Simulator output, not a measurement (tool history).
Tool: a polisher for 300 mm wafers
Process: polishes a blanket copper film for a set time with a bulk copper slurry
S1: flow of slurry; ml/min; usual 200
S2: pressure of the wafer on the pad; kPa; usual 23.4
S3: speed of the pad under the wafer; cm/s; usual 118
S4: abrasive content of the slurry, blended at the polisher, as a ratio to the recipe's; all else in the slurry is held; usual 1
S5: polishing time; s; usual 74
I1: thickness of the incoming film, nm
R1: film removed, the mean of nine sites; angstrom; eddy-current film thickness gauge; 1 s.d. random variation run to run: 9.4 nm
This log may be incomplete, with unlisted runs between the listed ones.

run   hour   S1    S2   S3    S4  S5      I1     R1
  1      0  200  23.4   92     1  74    2898   8604
  2   30.7  240  23.4  118   1.2  74  2975.6  10944
  3   53.4  200  23.4  104     1  74  2928.3   9061
  4   69.1  200  23.4  118     1  74  2909.8  10815
  5   81.3  200  23.4  118     1  74  2929.3  10771
  6    106  200  23.4  118     1  74    2909  10572
  7  125.6  200  23.4  118     1  74  2958.5  10441
  8  160.1  200  23.4  118     1  74    2971  10242
  9  188.4  200  23.4  118     1  74  2932.8   9994
 10  201.6  200  23.4  118     1  74    2923   9794
 11  222.4  200  23.4  118     1  74  2924.2  10619
 12  248.9  200  23.4  118     1  74  2889.3  10447
 13  275.4  200  28.3  118   1.1  74  2968.9  12663
 14  308.7  200  23.4  154     1  74  2939.5  12551
 15  344.7  200  23.4  142     1  62    2875   9933
 16  364.5  200  23.4  118     1  74  2904.9  10770
 17  388.4  200  23.4  118     1  74  2899.9  10539
 18  415.7  245  23.4  130   1.3  65  2899.5  10731
 19  447.7  200  23.4  154     1  74  2907.6  12699
 20  468.7  220  23.4  118  1.25  74    2942  11584
 21  491.6  255  23.4   92     1  74  2964.2   9029
 22    526  200  23.4  118     1  74  2864.1  10386
 23  561.2  155  23.4  118     1  88    2872  11906
 24  585.2  200  23.4  118     1  74  2945.1   9997

Put back what was entered between runs (8 entries, withheld): which listed runs does each sit between, and how does the hidden state differ from the listed run before to the listed run after?
In the gap between runs 3 and 4: worn pad replaced by a new one (hour 68.6)
  removal rate lost through wear of the pad, %: 7.14 -> 0.762; slurry flow missing at the pad, %: 6.04 -> 7
  measured minus no-state result, R1: -746 -> -146 angstrom
In the gap between runs 9 and 10: slurry blender recalibrated (hour 199.5)
  removal rate lost through wear of the pad, %: 7.3 -> 8.02; slurry flow missing at the pad, %: 18.7 -> 20.5
  measured minus no-state result, R1: -968 -> -1053 angstrom
In the gap between runs 10 and 11: worn pad replaced by a new one (hour 216.7)
  removal rate lost through wear of the pad, %: 8.02 -> 0.801; slurry flow missing at the pad, %: 20.5 -> 23.5
  measured minus no-state result, R1: -1053 -> -320 angstrom
In the gap between runs 14 and 15: head pressure recalibrated (hour 321.1); slurry nozzle cleaned (hour 344)
  removal rate lost through wear of the pad, %: 5.53 -> 7.5; slurry flow missing at the pad, %: 38.4 -> 6.11
  measured minus no-state result, R1: -1266 -> -860 angstrom
In the gap between runs 15 and 16: worn pad replaced by a new one (hour 349)
  removal rate lost through wear of the pad, %: 7.5 -> 1.13; slurry flow missing at the pad, %: 6.11 -> 6.22
  measured minus no-state result, R1: -860 -> -179 angstrom
In the gap between runs 17 and 18: slurry blender recalibrated (hour 409.2)
  removal rate lost through wear of the pad, %: 2.44 -> 3.93; slurry flow missing at the pad, %: 6.64 -> 7.51
  measured minus no-state result, R1: -322 -> -501 angstrom
In the gap between runs 19 and 20: worn pad replaced by a new one (hour 463.3)
  removal rate lost through wear of the pad, %: 5.69 -> 0.334; slurry flow missing at the pad, %: 9.04 -> 10.4
  measured minus no-state result, R1: -867 -> -135 angstrom
